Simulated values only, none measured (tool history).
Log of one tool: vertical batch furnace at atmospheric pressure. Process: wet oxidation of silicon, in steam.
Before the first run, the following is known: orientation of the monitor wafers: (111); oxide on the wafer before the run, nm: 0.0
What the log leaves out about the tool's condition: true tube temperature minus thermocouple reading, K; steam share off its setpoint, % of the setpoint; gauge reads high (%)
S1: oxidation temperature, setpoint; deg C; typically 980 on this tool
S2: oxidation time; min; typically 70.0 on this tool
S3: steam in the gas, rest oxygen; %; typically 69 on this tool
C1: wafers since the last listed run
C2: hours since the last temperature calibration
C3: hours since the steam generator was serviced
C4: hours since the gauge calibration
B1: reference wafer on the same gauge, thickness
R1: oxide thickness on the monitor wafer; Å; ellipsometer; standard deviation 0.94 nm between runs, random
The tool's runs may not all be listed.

run,hour,S1,S2,S3,C1,C2,C3,C4,B1,R1
1,0.0,980,70.0,63,0,2987.8,1222.6,1414.7,356.08,3660.4
2,41.5,980,70.0,63,298,3029.3,1264.1,1456.2,355.96,3663.8
# hour 201.6: gauge calibrated
3,231.8,980,70.0,63,1366,3219.6,1454.4,30.2,355.91,3672.1
4,326.9,980,82.5,75,682,3314.7,1549.5,125.3,355.97,4583.3
5,402.9,980,70.0,69,545,3390.7,1625.5,201.3,356.03,3901.1
6,600.6,980,70.0,69,1419,3588.4,1823.2,399.0,355.74,3921.4
7,673.1,980,70.0,69,520,3660.9,1895.7,471.5,355.99,3913.6
8,756.2,980,70.0,69,596,3744.0,1978.8,554.6,355.98,3917.6
# hour 841.6: steam generator serviced
9,842.1,980,88.5,69,444,3829.9,0.5,640.5,355.93,4563.2
10,896.1,980,88.5,69,387,3883.9,54.5,694.5,355.98,4572.0
11,952.6,980,88.5,69,405,3940.4,111.0,751.0,355.99,4582.8
12,1002.3,980,70.0,69,356,3990.1,160.7,800.7,355.82,3924.8
13,1078.7,980,70.0,69,548,4066.5,237.1,877.1,356.01,3942.8
14,1174.4,980,70.0,69,687,4162.2,332.8,972.8,355.74,3938.4
15,1251.1,980,70.0,60,550,4238.9,409.5,1049.5,356.15,3606.4
16,1300.4,999,53.5,73,354,4288.2,458.8,1098.8,356.11,3882.4
17,1396.3,980,80.0,69,688,4384.1,554.7,1194.7,355.87,4316.7
18,1473.0,980,80.5,79,550,4460.8,631.4,1271.4,356.09,4707.8
19,1545.5,980,70.0,69,520,4533.3,703.9,1343.9,355.98,3957.5
20,1597.6,980,70.0,69,374,4585.4,756.0,1396.0,355.98,3980.9
# hour 1640.7: thermocouples replaced and temperature profile calibrated
# hour 1664.1: gauge calibrated
21,1668.1,980,70.0,65,333,27.4,826.5,4.0,355.88,3667.7
22,1738.4,980,70.0,69,504,97.7,896.8,74.3,355.98,3821.3
23,1809.5,980,53.0,79,510,168.8,967.9,145.4,355.77,3472.9
24,1866.7,980,70.0,69,410,226.0,1025.1,202.6,356.09,3796.7
25,1905.8,980,48.5,75,280,265.1,1064.2,241.7,355.74,3143.2
26,1942.1,988,90.5,77,260,301.4,1100.5,278.0,356.05,5041.3
27,2024.8,980,91.0,69,593,384.1,1183.2,360.7,355.97,4510.7
28,2080.4,989,61.0,60,399,439.7,1238.8,416.3,355.97,3361.3
29,2144.0,996,79.5,69,456,503.3,1302.4,479.9,356.17,4557.7

Consider 4 possible next runs. They are alternatives, not a sequence: every one starts from the tool as it was left by run 29. What does each give?
A,2149.6,980,70.0,69,40,508.9,1308.0,485.5,?,?
B,2149.6,980,35.5,69,40,508.9,1308.0,485.5,?,?
C,2149.6,1002,70.0,64,40,508.9,1308.0,485.5,?,?
D,2149.6,998,55.0,76,40,508.9,1308.0,485.5,?,?

run,B1,R1
A,355.91,3816.4
B,355.91,2405.0
C,355.91,4167.4
D,355.91,3895.7
With no hidden state in the tool, these same runs would have given:
run,R1
A,3805.1
B,2396.5
C,4156.5
D,3885.1
